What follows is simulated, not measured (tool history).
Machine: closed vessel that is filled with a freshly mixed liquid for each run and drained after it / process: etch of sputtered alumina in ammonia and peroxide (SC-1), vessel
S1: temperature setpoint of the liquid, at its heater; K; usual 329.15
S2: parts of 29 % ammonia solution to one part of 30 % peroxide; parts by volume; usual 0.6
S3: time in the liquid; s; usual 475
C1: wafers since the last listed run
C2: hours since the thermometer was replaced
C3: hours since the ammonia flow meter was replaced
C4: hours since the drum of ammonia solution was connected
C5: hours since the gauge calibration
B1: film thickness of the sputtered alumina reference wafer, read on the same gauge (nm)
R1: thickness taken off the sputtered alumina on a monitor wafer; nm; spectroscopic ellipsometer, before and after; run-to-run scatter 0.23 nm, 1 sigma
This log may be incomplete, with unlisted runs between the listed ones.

run 1 hour=0 | S1=329.15 S2=0.6 S3=265 | C1=0 C2=1615.3 C3=1484.1 C4=16.7 C5=802.1 | B1=50.02 | R1=15.59
run 2 hour=26.2 | S1=329.15 S2=0.6 S3=265 | C1=2616 C2=1641.5 C3=1510.3 C4=42.9 C5=828.3 | B1=50.01 | R1=15.69
-- hour=31.5 gauge calibrated
run 3 hour=90 | S1=329.15 S2=0.6 S3=350 | C1=6371 C2=1705.3 C3=1574.1 C4=106.7 C5=58.5 | B1=49.99 | R1=20.6
run 4 hour=145.8 | S1=324.65 S2=0.6 S3=475 | C1=5572 C2=1761.1 C3=1629.9 C4=162.5 C5=114.3 | B1=49.98 | R1=22.12
run 5 hour=183.6 | S1=324.65 S2=0.6 S3=475 | C1=3774 C2=1798.9 C3=1667.7 C4=200.3 C5=152.1 | B1=50 | R1=21.88
run 6 hour=387.3 | S1=324.65 S2=0.6 S3=475 | C1=20342 C2=2002.6 C3=1871.4 C4=404 C5=355.8 | B1=50 | R1=22.43
run 7 hour=455.8 | S1=327.15 S2=0.4 S3=475 | C1=6840 C2=2071.1 C3=1939.9 C4=472.5 C5=424.3 | B1=49.99 | R1=24.55
run 8 hour=484.1 | S1=323.15 S2=0.6 S3=475 | C1=2826 C2=2099.4 C3=1968.2 C4=500.8 C5=452.6 | B1=50.02 | R1=20.54
-- hour=485.2 thermometer replaced
run 9 hour=550 | S1=323.15 S2=0.6 S3=475 | C1=6481 C2=64.8 C3=2034.1 C4=566.7 C5=518.5 | B1=49.99 | R1=22.52
run 10 hour=612.6 | S1=329.15 S2=0.6 S3=475 | C1=6251 C2=127.4 C3=2096.7 C4=629.3 C5=581.1 | B1=50 | R1=30.81
run 11 hour=670.6 | S1=329.15 S2=0.6 S3=475 | C1=5792 C2=185.4 C3=2154.7 C4=687.3 C5=639.1 | B1=50.01 | R1=30.83
-- hour=686.9 thermometer replaced, repeated, since the last time left the tool worse
run 12 hour=739.1 | S1=329.15 S2=0.6 S3=475 | C1=6740 C2=52.2 C3=2223.2 C4=755.8 C5=707.6 | B1=50 | R1=26.49
-- hour=753.2 new drum of ammonia solution connected
run 13 hour=771.4 | S1=322.15 S2=0.8 S3=475 | C1=3125 C2=84.5 C3=2255.5 C4=18.2 C5=739.9 | B1=49.99 | R1=18.23
run 14 hour=810.5 | S1=322.15 S2=0.8 S3=475 | C1=3904 C2=123.6 C3=2294.6 C4=57.3 C5=779 | B1=49.97 | R1=18.53
run 15 hour=835.2 | S1=322.15 S2=0.8 S3=375 | C1=2466 C2=148.3 C3=2319.3 C4=82 C5=803.7 | B1=50 | R1=14.54
run 16 hour=863.8 | S1=325.65 S2=0.85 S3=475 | C1=2856 C2=176.9 C3=2347.9 C4=110.6 C5=832.3 | B1=50 | R1=22.3
run 17 hour=894.1 | S1=329.15 S2=0.6 S3=475 | C1=3025 C2=207.2 C3=2378.2 C4=140.9 C5=862.6 | B1=50.02 | R1=26.47
-- hour=938.1 gauge calibrated
run 18 hour=943.6 | S1=337.65 S2=0.6 S3=475 | C1=4943 C2=256.7 C3=2427.7 C4=190.4 C5=5.5 | B1=50.03 | R1=40.4
-- hour=946.8 ammonia flow meter replaced
run 19 hour=978.9 | S1=320.65 S2=0.8 S3=660 | C1=3425 C2=292 C3=32.1 C4=225.7 C5=40.8 | B1=50 | R1=23.7
run 20 hour=1039 | S1=329.15 S2=0.8 S3=615 | C1=6001 C2=352.1 C3=92.2 C4=285.8 C5=100.9 | B1=50 | R1=35.5
run 21 hour=1082.7 | S1=322.65 S2=0.9 S3=475 | C1=4364 C2=395.8 C3=135.9 C4=329.5 C5=144.6 | B1=49.99 | R1=19.48
run 22 hour=1134.6 | S1=323.65 S2=0.75 S3=475 | C1=5183 C2=447.7 C3=187.8 C4=381.4 C5=196.5 | B1=50.01 | R1=20.42
run 23 hour=1160.9 | S1=329.15 S2=0.7 S3=295 | C1=2626 C2=474 C3=214.1 C4=407.7 C5=222.8 | B1=49.99 | R1=16.65
run 24 hour=1228.3 | S1=329.15 S2=0.3 S3=575 | C1=6731 C2=541.4 C3=281.5 C4=475.1 C5=290.2 | B1=50.02 | R1=30.59
run 25 hour=1295 | S1=329.15 S2=0.75 S3=475 | C1=6661 C2=608.1 C3=348.2 C4=541.8 C5=356.9 | B1=50 | R1=27.17
run 26 hour=1346.9 | S1=329.15 S2=0.3 S3=575 | C1=5183 C2=660 C3=400.1 C4=593.7 C5=408.8 | B1=50 | R1=30.59
run 27 hour=1380 | S1=325.65 S2=0.9 S3=300 | C1=3305 C2=693.1 C3=433.2 C4=626.8 C5=441.9 | B1=50.02 | R1=14.71

3 ways to go on from here, each from the tool as it stands after run 27. What would each give?
run A hour=1380.8 | S1=329.15 S2=0.6 S3=550 | C1=79 C2=693.9 C3=434 C4=627.6 C5=442.7 | B1=? | R1=?
run B hour=1380.8 | S1=332.15 S2=0.45 S3=350 | C1=79 C2=693.9 C3=434 C4=627.6 C5=442.7 | B1=? | R1=?
run C hour=1380.8 | S1=326.15 S2=0.4 S3=590 | C1=79 C2=693.9 C3=434 C4=627.6 C5=442.7 | B1=? | R1=?

run=A B1=49.99 R1=30.66
run=B B1=49.99 R1=22.2
run=C B1=49.99 R1=26.99
Take away the tool's hidden state, keep each run's random variation, and the runs would have read:
run=A R1=29.74
run=B R1=21.54
run=C R1=26.17

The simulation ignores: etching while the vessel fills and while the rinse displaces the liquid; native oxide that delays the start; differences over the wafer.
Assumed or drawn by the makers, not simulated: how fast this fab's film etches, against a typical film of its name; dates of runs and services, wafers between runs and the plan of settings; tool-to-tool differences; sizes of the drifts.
